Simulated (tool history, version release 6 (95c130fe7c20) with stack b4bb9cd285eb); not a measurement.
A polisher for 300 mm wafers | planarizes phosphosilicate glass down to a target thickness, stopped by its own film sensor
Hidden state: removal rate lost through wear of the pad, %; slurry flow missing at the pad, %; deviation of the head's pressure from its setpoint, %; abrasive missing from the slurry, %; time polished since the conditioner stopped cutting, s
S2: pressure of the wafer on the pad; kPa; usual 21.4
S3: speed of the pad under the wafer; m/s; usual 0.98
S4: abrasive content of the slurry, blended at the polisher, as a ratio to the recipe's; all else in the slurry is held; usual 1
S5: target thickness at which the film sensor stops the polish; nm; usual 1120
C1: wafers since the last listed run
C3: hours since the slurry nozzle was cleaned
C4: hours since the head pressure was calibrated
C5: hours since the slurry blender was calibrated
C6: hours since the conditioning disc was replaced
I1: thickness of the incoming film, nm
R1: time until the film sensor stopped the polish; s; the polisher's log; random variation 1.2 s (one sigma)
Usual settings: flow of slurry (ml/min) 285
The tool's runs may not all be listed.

run 1 hour=0 | flow_of_slurry_(ml/min)=285 S2=21.4 S3=0.98 S4=1 S5=1120 | C1=0 wafers_polished_on_this_pad=2294 C3=209.5 C4=184.9 C5=341.3 C6=432.8 | I1=1809.2 | R1=87.2
-- hour=32.7 conditioning disc replaced and pad reconditioned
run 2 hour=124.7 | flow_of_slurry_(ml/min)=285 S2=21.4 S3=0.98 S4=1 S5=1268 | C1=830 wafers_polished_on_this_pad=3125 C3=334.2 C4=309.6 C5=466 C6=92 | I1=1825.6 | R1=69.6
-- hour=150.3 worn pad replaced by a new one
run 3 hour=187.5 | flow_of_slurry_(ml/min)=285 S2=21.4 S3=0.82 S4=1 S5=1120 | C1=398 wafers_polished_on_this_pad=251 C3=397 C4=372.4 C5=528.8 C6=154.8 | I1=1805.9 | R1=91.5
-- hour=207 slurry blender recalibrated
run 4 hour=290.3 | flow_of_slurry_(ml/min)=285 S2=21.4 S3=0.82 S4=1 S5=1120 | C1=682 wafers_polished_on_this_pad=934 C3=499.8 C4=475.2 C5=83.3 C6=257.6 | I1=1836.3 | R1=100.2
-- hour=309.2 slurry nozzle cleaned
run 5 hour=354.9 | flow_of_slurry_(ml/min)=285 S2=21.4 S3=0.82 S4=1 S5=1120 | C1=430 wafers_polished_on_this_pad=1365 C3=45.7 C4=539.8 C5=147.9 C6=322.2 | I1=1791.1 | R1=93.4
run 6 hour=462.5 | flow_of_slurry_(ml/min)=285 S2=21.4 S3=1.22 S4=1 S5=1120 | C1=728 wafers_polished_on_this_pad=2093 C3=153.3 C4=647.4 C5=255.5 C6=429.8 | I1=1827.3 | R1=73.8
run 7 hour=544.4 | flow_of_slurry_(ml/min)=285 S2=21.4 S3=0.98 S4=1 S5=1120 | C1=554 wafers_polished_on_this_pad=2648 C3=235.2 C4=729.3 C5=337.4 C6=511.7 | I1=1774.3 | R1=82.5
-- hour=564.3 conditioning disc replaced and pad reconditioned
run 8 hour=619.9 | flow_of_slurry_(ml/min)=285 S2=21.4 S3=0.98 S4=1.25 S5=934 | C1=497 wafers_polished_on_this_pad=3145 C3=310.7 C4=804.8 C5=412.9 C6=55.6 | I1=1794 | R1=100.3
-- hour=637.4 worn pad replaced by a new one
-- hour=661.9 slurry blender recalibrated
run 9 hour=727.1 | flow_of_slurry_(ml/min)=205 S2=21.4 S3=0.98 S4=1 S5=1030 | C1=685 wafers_polished_on_this_pad=594 C3=417.9 C4=912 C5=65.2 C6=162.8 | I1=1827.5 | R1=96.1
run 10 hour=832 | flow_of_slurry_(ml/min)=365 S2=21.4 S3=0.64 S4=1 S5=1120 | C1=710 wafers_polished_on_this_pad=1304 C3=522.8 C4=1016.9 C5=170.1 C6=267.7 | I1=1792.6 | R1=110.4
-- hour=853.6 slurry nozzle cleaned
run 11 hour=933.2 | flow_of_slurry_(ml/min)=320 S2=28.3 S3=1.24 S4=1 S5=965 | C1=678 wafers_polished_on_this_pad=1982 C3=79.6 C4=1118.1 C5=271.3 C6=368.9 | I1=1787.4 | R1=63.7
run 12 hour=1033.1 | flow_of_slurry_(ml/min)=285 S2=21.4 S3=0.72 S4=1 S5=1120 | C1=676 wafers_polished_on_this_pad=2659 C3=179.5 C4=1218 C5=371.2 C6=468.8 | I1=1830.7 | R1=112.5
-- hour=1075.8 conditioning disc replaced and pad reconditioned
-- hour=1086.3 head pressure recalibrated
run 13 hour=1125.4 | flow_of_slurry_(ml/min)=215 S2=15.9 S3=1.26 S4=1 S5=1120 | C1=597 wafers_polished_on_this_pad=3257 C3=271.8 C4=39.1 C5=463.5 C6=49.6 | I1=1778.4 | R1=91.2
-- hour=1141 slurry blender recalibrated
-- hour=1162.5 worn pad replaced by a new one
run 14 hour=1194 | flow_of_slurry_(ml/min)=285 S2=21.4 S3=0.98 S4=1 S5=1120 | C1=423 wafers_polished_on_this_pad=213 C3=340.4 C4=107.7 C5=53 C6=118.2 | I1=1805.9 | R1=80.1
run 15 hour=1257 | flow_of_slurry_(ml/min)=285 S2=24.1 S3=0.98 S4=1 S5=1120 | C1=426 wafers_polished_on_this_pad=639 C3=403.4 C4=170.7 C5=116 C6=181.2 | I1=1785.1 | R1=71.2
run 16 hour=1319.6 | flow_of_slurry_(ml/min)=325 S2=15.9 S3=0.74 S4=1 S5=1255 | C1=423 wafers_polished_on_this_pad=1063 C3=466 C4=233.3 C5=178.6 C6=243.8 | I1=1785 | R1=104.4
-- hour=1350.8 slurry nozzle cleaned
run 17 hour=1405.2 | flow_of_slurry_(ml/min)=285 S2=21.4 S3=0.98 S4=1 S5=1120 | C1=572 wafers_polished_on_this_pad=1636 C3=54.4 C4=318.9 C5=264.2 C6=329.4 | I1=1808.3 | R1=83
run 18 hour=1460.8 | flow_of_slurry_(ml/min)=285 S2=15.2 S3=0.98 S4=1 S5=1120 | C1=376 wafers_polished_on_this_pad=2013 C3=110 C4=374.5 C5=319.8 C6=385 | I1=1780.8 | R1=112.8
run 19 hour=1517.6 | flow_of_slurry_(ml/min)=285 S2=21.4 S3=0.98 S4=1 S5=1120 | C1=384 wafers_polished_on_this_pad=2397 C3=166.8 C4=431.3 C5=376.6 C6=441.8 | I1=1803.5 | R1=87.1
-- hour=1610.3 conditioning disc replaced and pad reconditioned
-- hour=1618.5 slurry blender recalibrated
-- hour=1674 worn pad replaced by a new one
run 20 hour=1683.4 | flow_of_slurry_(ml/min)=285 S2=21.4 S3=0.98 S4=1 S5=1120 | C1=1068 wafers_polished_on_this_pad=63 C3=332.6 C4=597.1 C5=64.9 C6=73.1 | I1=1840.3 | R1=83.6
run 21 hour=1754.1 | flow_of_slurry_(ml/min)=245 S2=21.4 S3=0.76 S4=1 S5=1120 | C1=478 wafers_polished_on_this_pad=542 C3=403.3 C4=667.8 C5=135.6 C6=143.8 | I1=1816.9 | R1=102.5
run 22 hour=1800.9 | flow_of_slurry_(ml/min)=215 S2=21.4 S3=0.98 S4=1 S5=1120 | C1=316 wafers_polished_on_this_pad=859 C3=450.1 C4=714.6 C5=182.4 C6=190.6 | I1=1827.9 | R1=84.9
-- hour=1838.7 slurry nozzle cleaned
run 23 hour=1846.8 | flow_of_slurry_(ml/min)=285 S2=21.4 S3=0.86 S4=1 S5=1120 | C1=304 wafers_polished_on_this_pad=1163 C3=8.1 C4=760.5 C5=228.3 C6=236.5 | I1=1816.3 | R1=93.4
run 24 hour=1908.1 | flow_of_slurry_(ml/min)=310 S2=21.4 S3=0.98 S4=0.85 S5=1120 | C1=415 wafers_polished_on_this_pad=1578 C3=69.4 C4=821.8 C5=289.6 C6=297.8 | I1=1803.3 | R1=87.4

Forecast each of these 5 alternatives for the next run:
run A hour=1908.6 | flow_of_slurry_(ml/min)=285 S2=21.4 S3=0.98 S4=0.8 S5=1120 | C1=3 wafers_polished_on_this_pad=1581 C3=69.9 C4=822.3 C5=290.1 C6=298.3 | I1=1779 | R1=?
run B hour=1908.6 | flow_of_slurry_(ml/min)=285 S2=25.5 S3=1.14 S4=1 S5=1120 | C1=3 wafers_polished_on_this_pad=1581 C3=69.9 C4=822.3 C5=290.1 C6=298.3 | I1=1779 | R1=?
run C hour=1908.6 | flow_of_slurry_(ml/min)=250 S2=21.4 S3=0.7 S4=0.9 S5=990 | C1=3 wafers_polished_on_this_pad=1581 C3=69.9 C4=822.3 C5=290.1 C6=298.3 | I1=1779 | R1=?
run D hour=1908.6 | flow_of_slurry_(ml/min)=285 S2=26.9 S3=0.72 S4=1 S5=1320 | C1=3 wafers_polished_on_this_pad=1581 C3=69.9 C4=822.3 C5=290.1 C6=298.3 | I1=1779 | R1=?
run E hour=1908.6 | flow_of_slurry_(ml/min)=360 S2=15.2 S3=0.9 S4=1.1 S5=1120 | C1=3 wafers_polished_on_this_pad=1581 C3=69.9 C4=822.3 C5=290.1 C6=298.3 | I1=1779 | R1=?

run=A R1=87.9
run=B R1=60.1
run=C R1=131.9
run=D R1=57.6
run=E R1=109.3
Without the tool's hidden state the same runs would have given:
run=A R1=83.7
run=B R1=57.2
run=C R1=125.5
run=D R1=54.9
run=E R1=104.1
